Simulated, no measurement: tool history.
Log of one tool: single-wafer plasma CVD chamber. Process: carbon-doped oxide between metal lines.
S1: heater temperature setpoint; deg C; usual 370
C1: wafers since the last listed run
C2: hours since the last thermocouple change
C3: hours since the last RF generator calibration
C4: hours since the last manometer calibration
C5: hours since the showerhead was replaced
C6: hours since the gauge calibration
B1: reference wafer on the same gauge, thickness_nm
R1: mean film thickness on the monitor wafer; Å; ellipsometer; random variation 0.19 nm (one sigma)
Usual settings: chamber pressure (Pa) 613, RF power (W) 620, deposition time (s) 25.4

Run 1, hour 0: usual settings but deposition time (s) 27.5; C1 0; C2 2302.3; C3 1633.4; C4 1620.3; C5 3023.4; C6 226.7; B1 148.965. Result: R1 1336.45 Å.
Run 2, hour 10.5: usual settings but deposition time (s) 27.5; C1 280; C2 2312.8; C3 1643.9; C4 1630.8; C5 3033.9; C6 237.2; B1 149.003. Result: R1 1335.37 Å.
At hour 18.6: gauge calibrated.
Run 3, hour 21: usual settings; C1 280; C2 2323.3; C3 1654.4; C4 1641.3; C5 3044.4; C6 2.4; B1 149.074. Result: R1 1234.67 Å.
Run 4, hour 34.5: usual settings; C1 361; C2 2336.8; C3 1667.9; C4 1654.8; C5 3057.9; C6 15.9; B1 149.02. Result: R1 1235.01 Å.
Run 5, hour 44.5: usual settings; C1 267; C2 2346.8; C3 1677.9; C4 1664.8; C5 3067.9; C6 25.9; B1 149.015. Result: R1 1234.2 Å.
Run 6, hour 62.8: usual settings but chamber pressure (Pa) 524; C1 489; C2 2365.1; C3 1696.2; C4 1683.1; C5 3086.2; C6 44.2; B1 149.005. Result: R1 1214.5 Å.
Run 7, hour 75.8: usual settings but chamber pressure (Pa) 524; C1 347; C2 2378.1; C3 1709.2; C4 1696.1; C5 3099.2; C6 57.2; B1 148.975. Result: R1 1210.81 Å.
Run 8, hour 84.2: usual settings but chamber pressure (Pa) 505; C1 224; C2 2386.5; C3 1717.6; C4 1704.5; C5 3107.6; C6 65.6; B1 149.108. Result: R1 1208.55 Å.
Run 9, hour 98.3: usual settings but chamber pressure (Pa) 505; C1 377; C2 2400.6; C3 1731.7; C4 1718.6; C5 3121.7; C6 79.7; B1 148.993. Result: R1 1208.15 Å.
Run 10, hour 108.9: usual settings but chamber pressure (Pa) 505; C1 283; C2 2411.2; C3 1742.3; C4 1729.2; C5 3132.3; C6 90.3; B1 149.005. Result: R1 1207.3 Å.
Run 11, hour 117.8: usual settings; C1 238; C2 2420.1; C3 1751.2; C4 1738.1; C5 3141.2; C6 99.2; B1 149.01. Result: R1 1231.62 Å.
Run 12, hour 128.1: usual settings but S1 377 deg C, chamber pressure (Pa) 659, RF power (W) 740, deposition time (s) 29.7; C1 275; C2 2430.4; C3 1761.5; C4 1748.4; C5 3151.5; C6 109.5; B1 148.972. Result: R1 1572.9 Å.
At hour 145.9: showerhead replaced.
Run 13, hour 146.4: usual settings but S1 366 deg C, RF power (W) 655; C1 275; C2 2448.7; C3 1779.8; C4 1766.7; C5 0.5; C6 127.8; B1 149.023. Result: R1 1286.42 Å.
Run 14, hour 151.1: usual settings but S1 360 deg C, chamber pressure (Pa) 660, RF power (W) 515, deposition time (s) 30.3; C1 125; C2 2453.4; C3 1784.5; C4 1771.4; C5 5.2; C6 132.5; B1 149.02. Result: R1 1371.16 Å.
Run 15, hour 168.6: usual settings but S1 379 deg C, deposition time (s) 22.8; C1 468; C2 2470.9; C3 1802; C4 1788.9; C5 22.7; C6 150; B1 148.979. Result: R1 1084.89 Å.
Run 16, hour 178.2: usual settings; C1 256; C2 2480.5; C3 1811.6; C4 1798.5; C5 32.3; C6 159.6; B1 148.926. Result: R1 1231.74 Å.
At hour 194.2: capacitance manometer re-zeroed and calibrated.
Run 17, hour 194.7: usual settings but chamber pressure (Pa) 569, RF power (W) 740; C1 227; C2 2497; C3 1828.1; C4 0.5; C5 48.8; C6 176.1; B1 148.978. Result: R1 1351.65 Å.
At hour 207.4: RF generator calibrated.
Run 18, hour 207.9: usual settings but chamber pressure (Pa) 715; C1 139; C2 2510.2; C3 0.5; C4 13.7; C5 62; C6 189.3; B1 149.008. Result: R1 1320.47 Å.
At hour 221.5: thermocouple changed; heater temperature recalibrated.
Run 19, hour 222: usual settings; C1 163; C2 0.5; C3 14.6; C4 27.8; C5 76.1; C6 203.4; B1 149.066. Result: R1 1294.38 Å.
Run 20, hour 231.2: usual settings; C1 246; C2 9.7; C3 23.8; C4 37; C5 85.3; C6 212.6; B1 148.951. Result: R1 1296.85 Å.
Run 21, hour 239.9: usual settings but S1 374 deg C, RF power (W) 530; C1 232; C2 18.4; C3 32.5; C4 45.7; C5 94; C6 221.3; B1 148.958. Result: R1 1174.78 Å.
Run 22, hour 256.8: usual settings but S1 381 deg C, chamber pressure (Pa) 480, RF power (W) 550, deposition time (s) 23.6; C1 452; C2 35.3; C3 49.4; C4 62.6; C5 110.9; C6 238.2; B1 149.045. Result: R1 1066.37 Å.
At hour 265.9: gauge calibrated.
Run 23, hour 272.7: usual settings but chamber pressure (Pa) 569, RF power (W) 700; C1 425; C2 51.2; C3 65.3; C4 78.5; C5 126.8; C6 6.8; B1 148.959. Result: R1 1371.62 Å.
Run 24, hour 287: usual settings but deposition time (s) 22.1; C1 382; C2 65.5; C3 79.6; C4 92.8; C5 141.1; C6 21.1; B1 149.068. Result: R1 1122.17 Å.
Run 25, hour 304.7: usual settings but S1 378 deg C, chamber pressure (Pa) 661; C1 473; C2 83.2; C3 97.3; C4 110.5; C5 158.8; C6 38.8; B1 149.031. Result: R1 1272.81 Å.
Run 26, hour 319.8: usual settings but deposition time (s) 27.5; C1 404; C2 98.3; C3 112.4; C4 125.6; C5 173.9; C6 53.9; B1 148.992. Result: R1 1391.08 Å.
Run 27, hour 327.5: usual settings but S1 358 deg C, RF power (W) 700, deposition time (s) 28.8; C1 206; C2 106; C3 120.1; C4 133.3; C5 181.6; C6 61.6; B1 149. Result: R1 1607.72 Å.
Run 28, hour 339.4: usual settings but S1 379 deg C, chamber pressure (Pa) 501; C1 318; C2 117.9; C3 132; C4 145.2; C5 193.5; C6 73.5; B1 149.104. Result: R1 1228.27 Å.
Run 29, hour 352.4: usual settings but S1 358 deg C, chamber pressure (Pa) 723, RF power (W) 535, deposition time (s) 29.8; C1 347; C2 130.9; C3 145; C4 158.2; C5 206.5; C6 86.5; B1 149.061. Result: R1 1459.95 Å.

Hidden state at the last listed run before each entry between runs and at the first one after, where it differs:
Between runs 2 and 3: gauge calibrated (hour 18.6)
  delivered RF power above the setpoint (%): -8.75 -> -8.76
  measured less the result without the state, R1: -68.92 -> -63.79 Å
Between runs 12 and 13: showerhead replaced (hour 145.9)
  delivered RF power above the setpoint (%): -8.84 -> -8.85
  measured less the result without the state, R1: -80.28 -> -67.15 Å
Between runs 16 and 17: capacitance manometer re-zeroed and calibrated (hour 194.2)
  delivered RF power above the setpoint (%): -8.87 -> -8.88
  measured less the result without the state, R1: -64.5 -> -69.34 Å
Between runs 17 and 18: RF generator calibrated (hour 207.4)
  delivered RF power above the setpoint (%): -8.88 -> -0.195
  measured less the result without the state, R1: -69.34 -> -1.43 Å
Between runs 18 and 19: thermocouple changed; heater temperature recalibrated (hour 221.5)
  delivered RF power above the setpoint (%): -0.195 -> -0.396
  measured less the result without the state, R1: -1.43 -> -2.85 Å
Between runs 22 and 23: gauge calibrated (hour 265.9)
  delivered RF power above the setpoint (%): -0.874 -> -1.08
  measured less the result without the state, R1: -5.17 -> -8.09 Å

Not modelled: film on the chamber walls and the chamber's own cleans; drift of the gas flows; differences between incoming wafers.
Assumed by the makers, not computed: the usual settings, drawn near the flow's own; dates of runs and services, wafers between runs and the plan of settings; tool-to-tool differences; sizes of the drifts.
